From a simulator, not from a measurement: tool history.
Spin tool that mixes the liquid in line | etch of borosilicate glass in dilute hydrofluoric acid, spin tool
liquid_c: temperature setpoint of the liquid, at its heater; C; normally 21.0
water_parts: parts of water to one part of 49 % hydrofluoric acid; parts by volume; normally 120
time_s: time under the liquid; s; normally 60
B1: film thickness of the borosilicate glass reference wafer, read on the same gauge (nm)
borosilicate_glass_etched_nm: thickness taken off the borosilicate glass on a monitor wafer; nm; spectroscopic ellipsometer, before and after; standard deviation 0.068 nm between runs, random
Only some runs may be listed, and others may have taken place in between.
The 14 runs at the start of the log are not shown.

run 15 hour=176.6 | liquid_c=21.0 water_parts=120 time_s=25 | B1=40.01 | borosilicate_glass_etched_nm=7.34
run 16 hour=182.9 | liquid_c=21.0 water_parts=165 time_s=75 | B1=39.97 | borosilicate_glass_etched_nm=15.27
run 17 hour=190.5 | liquid_c=21.0 water_parts=120 time_s=60 | B1=40.00 | borosilicate_glass_etched_nm=17.66
run 18 hour=198.0 | liquid_c=21.0 water_parts=120 time_s=60 | B1=39.99 | borosilicate_glass_etched_nm=17.64
run 19 hour=205.7 | liquid_c=23.5 water_parts=120 time_s=85 | B1=39.97 | borosilicate_glass_etched_nm=27.58
run 20 hour=219.1 | liquid_c=23.5 water_parts=155 time_s=80 | B1=40.00 | borosilicate_glass_etched_nm=19.34
run 21 hour=229.3 | liquid_c=21.0 water_parts=120 time_s=60 | B1=40.02 | borosilicate_glass_etched_nm=17.70
run 22 hour=244.9 | liquid_c=21.0 water_parts=85 time_s=60 | B1=39.99 | borosilicate_glass_etched_nm=26.00
run 23 hour=251.2 | liquid_c=21.0 water_parts=65 time_s=35 | B1=39.97 | borosilicate_glass_etched_nm=20.29
run 24 hour=267.0 | liquid_c=21.0 water_parts=120 time_s=60 | B1=39.99 | borosilicate_glass_etched_nm=17.76
run 25 hour=277.7 | liquid_c=24.0 water_parts=120 time_s=60 | B1=40.01 | borosilicate_glass_etched_nm=19.92
run 26 hour=293.9 | liquid_c=22.5 water_parts=120 time_s=25 | B1=39.97 | borosilicate_glass_etched_nm=7.86
run 27 hour=307.3 | liquid_c=21.0 water_parts=170 time_s=60 | B1=39.99 | borosilicate_glass_etched_nm=11.79

Estimate the outcome of run 28 from the log above:
run 28 hour=315.1 | liquid_c=17.0 water_parts=165 time_s=90 | B1=? | borosilicate_glass_etched_nm=?

{"run 28": {"B1": 40.01, "borosilicate_glass_etched_nm": 15.77}}
Take away the tool's hidden state, keep the run-to-run variation as it was, and the same run would have given borosilicate_glass_etched_nm 15.53 nm.
